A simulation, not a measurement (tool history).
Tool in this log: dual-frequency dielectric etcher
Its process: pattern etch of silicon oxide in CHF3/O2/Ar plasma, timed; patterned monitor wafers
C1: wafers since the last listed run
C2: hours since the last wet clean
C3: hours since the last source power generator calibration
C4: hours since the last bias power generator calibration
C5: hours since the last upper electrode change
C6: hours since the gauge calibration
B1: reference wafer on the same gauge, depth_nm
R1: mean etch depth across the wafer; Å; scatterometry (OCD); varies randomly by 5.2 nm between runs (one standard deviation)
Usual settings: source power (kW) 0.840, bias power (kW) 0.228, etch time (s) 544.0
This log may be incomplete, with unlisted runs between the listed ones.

run 1 hour=0.0 | source_power_(kW)=0.840 bias_power_(kW)=0.245 etch_time_(s)=544.0 | C1=0 C2=619.9 C3=4660.5 C4=3947.5 C5=3935.5 C6=1123.7 | B1=1260.1 | R1=13969
-- hour=61.9 wet clean of the chamber
run 2 hour=75.3 | source_power_(kW)=0.840 bias_power_(kW)=0.245 etch_time_(s)=544.0 | C1=184 C2=13.4 C3=4735.8 C4=4022.8 C5=4010.8 C6=1199.0 | B1=1258.3 | R1=14439
run 3 hour=175.4 | source_power_(kW)=0.840 bias_power_(kW)=0.255 etch_time_(s)=544.0 | C1=359 C2=113.5 C3=4835.9 C4=4122.9 C5=4110.9 C6=1299.1 | B1=1259.8 | R1=14781
run 4 hour=273.3 | source_power_(kW)=0.840 bias_power_(kW)=0.255 etch_time_(s)=544.0 | C1=351 C2=211.4 C3=4933.8 C4=4220.8 C5=4208.8 C6=1397.0 | B1=1259.2 | R1=14628
run 5 hour=381.3 | source_power_(kW)=0.840 bias_power_(kW)=0.189 etch_time_(s)=544.0 | C1=387 C2=319.4 C3=5041.8 C4=4328.8 C5=4316.8 C6=1505.0 | B1=1259.9 | R1=12437
run 6 hour=453.2 | source_power_(kW)=0.840 bias_power_(kW)=0.189 etch_time_(s)=544.0 | C1=258 C2=391.3 C3=5113.7 C4=4400.7 C5=4388.7 C6=1576.9 | B1=1259.2 | R1=12351
run 7 hour=495.4 | source_power_(kW)=0.840 bias_power_(kW)=0.228 etch_time_(s)=544.0 | C1=151 C2=433.5 C3=5155.9 C4=4442.9 C5=4430.9 C6=1619.1 | B1=1260.3 | R1=13665
-- hour=517.4 gauge calibrated
run 8 hour=535.8 | source_power_(kW)=0.840 bias_power_(kW)=0.228 etch_time_(s)=544.0 | C1=145 C2=473.9 C3=5196.3 C4=4483.3 C5=4471.3 C6=18.4 | B1=1258.9 | R1=13626
-- hour=583.8 wet clean of the chamber
-- hour=603.2 upper electrode replaced
run 9 hour=603.7 | source_power_(kW)=0.840 bias_power_(kW)=0.228 etch_time_(s)=544.0 | C1=88 C2=19.9 C3=5264.2 C4=4551.2 C5=0.5 C6=86.3 | B1=1260.0 | R1=13847
run 10 hour=654.2 | source_power_(kW)=0.940 bias_power_(kW)=0.282 etch_time_(s)=429.5 | C1=181 C2=70.4 C3=5314.7 C4=4601.7 C5=51.0 C6=136.8 | B1=1258.1 | R1=12564
run 11 hour=699.4 | source_power_(kW)=0.940 bias_power_(kW)=0.205 etch_time_(s)=662.5 | C1=162 C2=115.6 C3=5359.9 C4=4646.9 C5=96.2 C6=182.0 | B1=1261.0 | R1=16332
run 12 hour=756.0 | source_power_(kW)=0.990 bias_power_(kW)=0.259 etch_time_(s)=633.0 | C1=203 C2=172.2 C3=5416.5 C4=4703.5 C5=152.8 C6=238.6 | B1=1257.7 | R1=18053
run 13 hour=820.3 | source_power_(kW)=0.920 bias_power_(kW)=0.228 etch_time_(s)=695.0 | C1=230 C2=236.5 C3=5480.8 C4=4767.8 C5=217.1 C6=302.9 | B1=1259.6 | R1=17889

Forecast run 14:
-- hour=826.2 bias power generator calibrated
-- hour=846.9 source power generator calibrated
run 14 hour=909.6 | source_power_(kW)=0.920 bias_power_(kW)=0.280 etch_time_(s)=466.5 | C1=291 C2=325.8 C3=62.7 C4=83.4 C5=306.4 C6=392.2 | B1=? | R1=?

{"run 14": {"B1": 1258.9, "R1": 13349}}
Take away the tool's hidden state, keep the run-to-run variation as it was, and the same run would have given R1 13628 Å.
